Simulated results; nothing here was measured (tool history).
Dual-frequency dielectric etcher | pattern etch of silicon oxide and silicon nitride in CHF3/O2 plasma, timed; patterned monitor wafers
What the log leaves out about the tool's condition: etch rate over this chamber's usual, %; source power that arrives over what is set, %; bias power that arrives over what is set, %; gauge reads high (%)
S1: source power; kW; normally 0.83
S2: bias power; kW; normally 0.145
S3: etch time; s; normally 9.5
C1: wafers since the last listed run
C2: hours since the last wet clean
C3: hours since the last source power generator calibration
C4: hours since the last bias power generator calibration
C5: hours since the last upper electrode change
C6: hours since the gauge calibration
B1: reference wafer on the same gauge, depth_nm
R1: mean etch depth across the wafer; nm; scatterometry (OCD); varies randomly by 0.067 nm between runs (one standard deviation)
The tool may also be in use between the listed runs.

| run | day | S1 | S2 | S3 | C1 | C2 | C3 | C4 | C5 | C6 | B1 | R1 |
|---|---|---|---|---|---|---|---|---|---|---|---|---|
| 1 | 0 | 0.77 | 0.145 | 9.5 | 0 | 0.5 | 4305.7 | 2477.9 | 5571.4 | 572.1 | 16.09 | 16.26 |
| 2 | 0.012 | 0.77 | 0.145 | 9.5 | 6 | 0.8 | 4306 | 2478.2 | 5571.7 | 572.4 | 16.09 | 16.25 |
| 3 | 0.279 | 0.7 | 0.145 | 10.5 | 146 | 7.2 | 4312.4 | 2484.6 | 5578.1 | 578.8 | 16.11 | 17.38 |
|  | 0.671 | gauge calibrated |
| 4 | 0.842 | 0.7 | 0.145 | 10.5 | 308 | 20.7 | 4325.9 | 2498.1 | 5591.6 | 4.1 | 16.1 | 17.43 |
|  | 1.442 | source power generator calibrated |
| 5 | 1.562 | 0.83 | 0.145 | 9.5 | 303 | 38 | 2.9 | 2515.4 | 5608.9 | 21.4 | 16.09 | 16.59 |
| 6 | 2.171 | 0.83 | 0.145 | 9.5 | 333 | 52.6 | 17.5 | 2530 | 5623.5 | 36 | 16.12 | 16.61 |
| 7 | 2.829 | 0.83 | 0.125 | 7 | 360 | 68.4 | 33.3 | 2545.8 | 5639.3 | 51.8 | 16.11 | 11.42 |
| 8 | 3.346 | 0.83 | 0.145 | 7.5 | 282 | 80.8 | 45.7 | 2558.2 | 5651.7 | 64.2 | 16.1 | 13.17 |
| 9 | 3.725 | 0.83 | 0.145 | 12 | 207 | 89.9 | 54.8 | 2567.3 | 5660.8 | 73.3 | 16.09 | 21.07 |
| 10 | 4.35 | 0.83 | 0.145 | 9.5 | 342 | 104.9 | 69.8 | 2582.3 | 5675.8 | 88.3 | 16.08 | 16.61 |
| 11 | 5.033 | 0.83 | 0.166 | 7.5 | 374 | 121.3 | 86.2 | 2598.7 | 5692.2 | 104.7 | 16.11 | 13.76 |
| 12 | 5.438 | 0.83 | 0.145 | 9.5 | 221 | 131 | 95.9 | 2608.4 | 5701.9 | 114.4 | 16.1 | 16.71 |
| 13 | 5.938 | 1.04 | 0.168 | 11.5 | 273 | 143 | 107.9 | 2620.4 | 5713.9 | 126.4 | 16.11 | 23.07 |
| 14 | 6.512 | 0.98 | 0.17 | 11 | 314 | 156.8 | 121.7 | 2634.2 | 5727.7 | 140.2 | 16.09 | 21.57 |
|  | 7.554 | upper electrode replaced |
| 15 | 7.575 | 0.69 | 0.176 | 8.5 | 34 | 182.3 | 147.2 | 2659.7 | 0.5 | 165.7 | 16.1 | 15.16 |
| 16 | 7.588 | 0.73 | 0.177 | 9.5 | 6 | 182.6 | 147.5 | 2660 | 0.8 | 166 | 16.11 | 17.25 |
| 17 | 7.846 | 0.92 | 0.11 | 8 | 141 | 188.8 | 153.7 | 2666.2 | 7 | 172.2 | 16.12 | 12.92 |
| 18 | 8.483 | 0.83 | 0.18 | 12 | 349 | 204.1 | 169 | 2681.5 | 22.3 | 187.5 | 16.08 | 22.77 |
| 19 | 9.021 | 0.76 | 0.131 | 11.5 | 294 | 217 | 181.9 | 2694.4 | 35.2 | 200.4 | 16.12 | 18.77 |
| 20 | 11.146 | 0.83 | 0.131 | 7 | 1163 | 268 | 232.9 | 2745.4 | 86.2 | 251.4 | 16.09 | 11.72 |
| 21 | 11.521 | 0.96 | 0.179 | 12 | 205 | 277 | 241.9 | 2754.4 | 95.2 | 260.4 | 16.09 | 23.84 |
| 22 | 11.908 | 0.69 | 0.177 | 7 | 212 | 286.3 | 251.2 | 2763.7 | 104.5 | 269.7 | 16.09 | 12.58 |

The next listed run, before its measurement:
|  | 12.312 | bias power generator calibrated |
| 23 | 12.492 | 0.77 | 0.175 | 7 | 228 | 300.3 | 265.2 | 4.3 | 118.5 | 283.7 | ? | ? |

B1: 16.13
R1: 12.9 nm
Were there no unlogged condition in the tool, this run, its random variation unchanged, would have produced R1 12.9 nm.
